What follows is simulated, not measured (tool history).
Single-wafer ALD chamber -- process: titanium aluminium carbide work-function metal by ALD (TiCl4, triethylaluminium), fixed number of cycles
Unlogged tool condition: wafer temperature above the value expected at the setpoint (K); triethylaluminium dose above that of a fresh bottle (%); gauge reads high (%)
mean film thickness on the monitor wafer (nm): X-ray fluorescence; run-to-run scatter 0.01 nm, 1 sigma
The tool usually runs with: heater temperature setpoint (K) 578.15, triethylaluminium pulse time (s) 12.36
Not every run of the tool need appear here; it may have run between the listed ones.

run	hour	heater temperature setpoint (K)	triethylaluminium pulse time (s)	wafers since the last listed run	hours since the last thermocouple change	hours since the last triethylaluminium bottle change	hours since the showerhead was replaced	hours since the gauge calibration	read-back reference wafer on the same gauge, thickness_nm	mean film thickness on the monitor wafer (nm)
1	0	578.15	12.36	0	904.3	329	7681	451.3	2.321	2.177
2	23.1	578.15	12.36	288	927.4	352.1	7704.1	474.4	2.32	2.184
3	52.4	578.15	12.36	365	956.7	381.4	7733.4	503.7	2.316	2.176
4	86	572.15	11.12	419	990.3	415	7767	537.3	2.322	2.093
5	121	572.15	11.12	437	1025.3	450	7802	572.3	2.322	2.099
6	153.6	578.15	12.36	407	1057.9	482.6	7834.6	604.9	2.319	2.18
7	183.6	578.15	12.36	374	1087.9	512.6	7864.6	634.9	2.32	2.171
8	206.5	590.15	14.12	285	1110.8	535.5	7887.5	657.8	2.322	2.319
# hour 230.8: showerhead replaced
9	235.5	590.15	14.12	262	1139.8	564.5	4.7	686.8	2.321	2.332
10	259.2	578.15	12.36	295	1163.5	588.2	28.4	710.5	2.321	2.156
# hour 278.7: thermocouple changed; heater temperature recalibrated
11	282	578.15	12.36	184	3.3	611	51.2	733.3	2.319	2.157
12	311.8	578.15	9.33	372	33.1	640.8	81	763.1	2.321	2.09
13	335.1	578.15	12.36	290	56.4	664.1	104.3	786.4	2.32	2.184
14	349.1	586.15	8.21	174	70.4	678.1	118.3	800.4	2.321	2.119
15	439.8	591.15	10.25	1132	161.1	768.8	209	891.1	2.32	2.25
16	460.4	571.15	7.95	257	181.7	789.4	229.6	911.7	2.32	1.952
17	487	593.15	9.8	332	208.3	816	256.2	938.3	2.319	2.23
18	504.3	578.15	12.36	216	225.6	833.3	273.5	955.6	2.321	2.175
19	536.6	578.15	13.82	403	257.9	865.6	305.8	987.9	2.318	2.186
20	569.4	567.15	16.69	409	290.7	898.4	338.6	1020.7	2.323	2.102
21	595.4	578.15	10.05	324	316.7	924.4	364.6	1046.7	2.319	2.124
22	611.4	571.15	10.92	199	332.7	940.4	380.6	1062.7	2.319	2.047
23	633	578.15	10.68	269	354.3	962	402.2	1084.3	2.318	2.111
# hour 642.7: triethylaluminium bottle replaced
24	667.6	578.15	7.73	332	388.9	24.9	436.8	1118.9	2.322	2.142
# hour 668.2: gauge calibrated
25	697.9	578.15	12.36	378	419.2	55.2	467.1	29.7	2.32	2.242
26	733.6	571.15	10.92	445	454.9	90.9	502.8	65.4	2.317	2.128
27	757.1	567.15	8.28	293	478.4	114.4	526.3	88.9	2.318	2.012
28	788.5	578.15	12.36	392	509.8	145.8	557.7	120.3	2.319	2.216
29	813	578.15	12.36	305	534.3	170.3	582.2	144.8	2.317	2.225
30	838.7	593.15	9.8	320	560	196	607.9	170.5	2.321	2.335
31	860	572.15	15	265	581.3	217.3	629.2	191.8	2.32	2.168
32	872.9	578.15	12.36	161	594.2	230.2	642.1	204.7	2.321	2.231
33	908.2	578.15	12.36	440	629.5	265.5	677.4	240	2.317	2.213
34	941.9	564.15	12.36	420	663.2	299.2	711.1	273.7	2.321	2.048

3 ways to go on from here, each from the tool as it stands after run 34. What would each give?
A	942.3	573.15	12.36	4	663.6	299.6	711.5	274.1	?	?
B	942.3	592.15	14.94	4	663.6	299.6	711.5	274.1	?	?
C	942.3	590.15	16.89	4	663.6	299.6	711.5	274.1	?	?

run	read-back reference wafer on the same gauge, thickness_nm	mean film thickness on the monitor wafer (nm)
A	2.318	2.134
B	2.318	2.37
C	2.318	2.363
What these runs would have given with no unlogged condition in the tool:
run	mean film thickness on the monitor wafer (nm)
A	2.176
B	2.399
C	2.384
